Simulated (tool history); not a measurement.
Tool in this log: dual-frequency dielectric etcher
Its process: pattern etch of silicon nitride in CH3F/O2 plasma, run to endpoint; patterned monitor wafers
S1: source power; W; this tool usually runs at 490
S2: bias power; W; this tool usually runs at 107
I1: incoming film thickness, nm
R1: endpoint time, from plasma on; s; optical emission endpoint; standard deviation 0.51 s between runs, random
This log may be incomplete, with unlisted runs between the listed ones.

run	hour	S1	S2	I1	R1
1	0.0	490	93	86.9	81.9
2	11.5	490	93	86.1	81.1
3	23.2	490	107	85.7	78.6
4	33.7	490	101	86.9	81.1
5	51.2	490	101	86.9	79.8
6	67.5	490	107	86.1	78.5
7	102.6	530	107	86.6	77.5
8	111.3	530	107	87.7	78.4
9	121.3	530	107	86.9	77.3
10	138.8	490	95	86.3	81.2
11	156.4	490	95	86.7	81.1
12	164.0	490	95	86.7	82.8
13	181.1	490	107	86.6	80.0
14	195.4	490	126	86.9	75.0
15	207.2	490	126	87.5	76.1
16	251.7	420	107	87.2	83.6
17	252.0	420	107	86.0	81.5
18	256.9	370	107	86.7	85.3
19	271.2	410	99	86.4	84.9
20	284.2	490	95	87.0	82.1
21	297.3	490	107	88.0	80.4
22	304.3	490	107	85.7	77.7
23	333.7	580	107	87.0	75.1
24	334.1	490	83	86.5	85.1
25	339.2	490	107	86.3	77.7
26	354.3	600	93	86.1	75.9
27	360.9	420	94	86.7	86.5
28	374.2	590	121	87.9	73.3
29	387.4	390	123	86.4	80.4
30	427.0	450	85	86.9	86.9
31	439.8	560	85	86.0	79.4
32	453.0	490	107	85.8	78.6
33	463.9	600	99	87.5	77.2
34	477.5	580	99	86.5	75.8
35	514.6	610	117	86.0	71.7
36	524.6	580	107	86.5	74.5

Missing from the log above: 4 entries noted between runs. For each, name the pair of listed runs it sits between and say how the tool's hidden condition differs from the listed run just before to the listed run just after:
Between runs 10 and 11: bias power generator calibrated (hour 148.6)
  no difference in the tool's unlogged condition between these two runs
Between runs 15 and 16: wet clean of the chamber (hour 251.2)
  no difference in the tool's unlogged condition between these two runs
Between runs 22 and 23: source power generator calibrated (hour 328.2); upper electrode replaced (hour 333.2)
  no difference in the tool's unlogged condition between these two runs
